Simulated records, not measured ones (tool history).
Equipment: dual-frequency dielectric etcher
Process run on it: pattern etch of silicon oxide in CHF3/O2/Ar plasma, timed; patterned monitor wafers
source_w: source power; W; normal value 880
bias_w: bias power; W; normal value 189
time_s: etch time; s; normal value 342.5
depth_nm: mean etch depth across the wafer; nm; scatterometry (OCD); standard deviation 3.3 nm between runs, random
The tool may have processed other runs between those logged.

| run | day | source_w | bias_w | time_s | wafers since the last listed run | hours since the last wet clean | hours since the last source power generator calibration | hours since the last bias power generator calibration | hours since the last upper electrode change | hours since the gauge calibration | read-back reference wafer on the same gauge, depth_nm | depth_nm |
|---|---|---|---|---|---|---|---|---|---|---|---|---|
| 1 | 0 | 880 | 189 | 342.5 | 0 | 298.5 | 61 | 2402.3 | 36.2 | 625.9 | 904.5 | 799.3 |
| 2 | 0.417 | 880 | 189 | 342.5 | 51 | 308.5 | 71 | 2412.3 | 46.2 | 635.9 | 903.8 | 800.1 |
|  | 0.825 | gauge calibrated |
| 3 | 0.908 | 880 | 189 | 342.5 | 60 | 320.3 | 82.8 | 2424.1 | 58 | 2 | 904.6 | 802.7 |
| 4 | 1.492 | 880 | 189 | 342.5 | 72 | 334.3 | 96.8 | 2438.1 | 72 | 16 | 904.6 | 808.6 |
| 5 | 1.954 | 880 | 189 | 342.5 | 57 | 345.4 | 107.9 | 2449.2 | 83.1 | 27.1 | 903.4 | 805.1 |
| 6 | 2.508 | 880 | 189 | 342.5 | 68 | 358.7 | 121.2 | 2462.5 | 96.4 | 40.4 | 905.5 | 805.2 |
| 7 | 3.017 | 880 | 189 | 342.5 | 62 | 370.9 | 133.4 | 2474.7 | 108.6 | 52.6 | 904.5 | 797 |
|  | 4.05 | wet clean of the chamber |
| 8 | 4.071 | 880 | 189 | 342.5 | 6 | 0.5 | 158.7 | 2500 | 133.9 | 77.9 | 904.5 | 793.5 |
| 9 | 4.088 | 780 | 201 | 409 | 2 | 0.9 | 159.1 | 2500.4 | 134.3 | 78.3 | 904.6 | 896.9 |
| 10 | 4.379 | 880 | 220 | 314.5 | 36 | 7.9 | 166.1 | 2507.4 | 141.3 | 85.3 | 904.3 | 772.2 |
| 11 | 4.775 | 880 | 143 | 288 | 48 | 17.4 | 175.6 | 2516.9 | 150.8 | 94.8 | 903.8 | 601.8 |
| 12 | 5.121 | 1040 | 158 | 342.5 | 42 | 25.7 | 183.9 | 2525.2 | 159.1 | 103.1 | 903.6 | 816 |
|  | 5.529 | bias power generator calibrated |
| 13 | 5.783 | 820 | 145 | 342.5 | 61 | 41.6 | 199.8 | 6.1 | 175 | 119 | 904 | 687 |
| 14 | 6.429 | 880 | 189 | 342.5 | 79 | 57.1 | 215.3 | 21.6 | 190.5 | 134.5 | 904.7 | 801.2 |
| 15 | 7.138 | 880 | 172 | 342.5 | 87 | 74.1 | 232.3 | 38.6 | 207.5 | 151.5 | 904.8 | 768.9 |
| 16 | 7.642 | 1080 | 231 | 342.5 | 62 | 86.2 | 244.4 | 50.7 | 219.6 | 163.6 | 904.4 | 963 |
| 17 | 8.367 | 880 | 225 | 428.5 | 89 | 103.6 | 261.8 | 68.1 | 237 | 181 | 905.2 | 1068.4 |
| 18 | 8.892 | 880 | 189 | 342.5 | 64 | 116.2 | 274.4 | 80.7 | 249.6 | 193.6 | 902.3 | 789.4 |
| 19 | 9.488 | 690 | 227 | 444.5 | 73 | 130.5 | 288.7 | 95 | 263.9 | 207.9 | 903.2 | 961.6 |
| 20 | 9.975 | 770 | 189 | 342.5 | 60 | 142.2 | 300.4 | 106.7 | 275.6 | 219.6 | 903.1 | 736.2 |
| 21 | 10.696 | 880 | 189 | 342.5 | 89 | 159.5 | 317.7 | 124 | 292.9 | 236.9 | 903.2 | 798.4 |
| 22 | 11 | 680 | 227 | 374.5 | 37 | 166.8 | 325 | 131.3 | 300.2 | 244.2 | 904.1 | 801.3 |
| 23 | 11.608 | 880 | 189 | 342.5 | 75 | 181.4 | 339.6 | 145.9 | 314.8 | 258.8 | 904.4 | 805.8 |
| 24 | 11.967 | 770 | 189 | 409.5 | 44 | 190 | 348.2 | 154.5 | 323.4 | 267.4 | 905.5 | 884.2 |
| 25 | 12.233 | 740 | 203 | 245.5 | 32 | 196.4 | 354.6 | 160.9 | 329.8 | 273.8 | 903.5 | 534.4 |
| 26 | 12.875 | 680 | 189 | 342.5 | 79 | 211.8 | 370 | 176.3 | 345.2 | 289.2 | 903.9 | 684.9 |
| 27 | 13.304 | 880 | 189 | 342.5 | 53 | 222.1 | 380.3 | 186.6 | 355.5 | 299.5 | 903.3 | 799.3 |
| 28 | 13.917 | 880 | 189 | 342.5 | 75 | 236.8 | 395 | 201.3 | 370.2 | 314.2 | 904.4 | 801.1 |
| 29 | 14.588 | 880 | 189 | 342.5 | 82 | 252.9 | 411.1 | 217.4 | 386.3 | 330.3 | 902.7 | 800.5 |
| 30 | 15.208 | 880 | 189 | 342.5 | 76 | 267.8 | 426 | 232.3 | 401.2 | 345.2 | 903.6 | 802.8 |
| 31 | 15.954 | 880 | 206 | 342.5 | 92 | 285.7 | 443.9 | 250.2 | 419.1 | 363.1 | 903.3 | 832.4 |

3 options for the next run, each taken on its own from the tool as it stands now. Forecast them:
| A | 15.975 | 880 | 189 | 342.5 | 2 | 286.2 | 444.4 | 250.7 | 419.6 | 363.6 | ? | ? |
| B | 15.975 | 790 | 166 | 342.5 | 2 | 286.2 | 444.4 | 250.7 | 419.6 | 363.6 | ? | ? |
| C | 15.975 | 960 | 147 | 429.5 | 2 | 286.2 | 444.4 | 250.7 | 419.6 | 363.6 | ? | ? |

| run | read-back reference wafer on the same gauge, depth_nm | depth_nm |
|---|---|---|
| A | 903.5 | 800.9 |
| B | 903.5 | 715.3 |
| C | 903.5 | 957.3 |
Take away the tool's hidden state, keep each run's random variation, and the runs would have read:
| run | depth_nm |
|---|---|
| A | 789.5 |
| B | 705.2 |
| C | 943.7 |
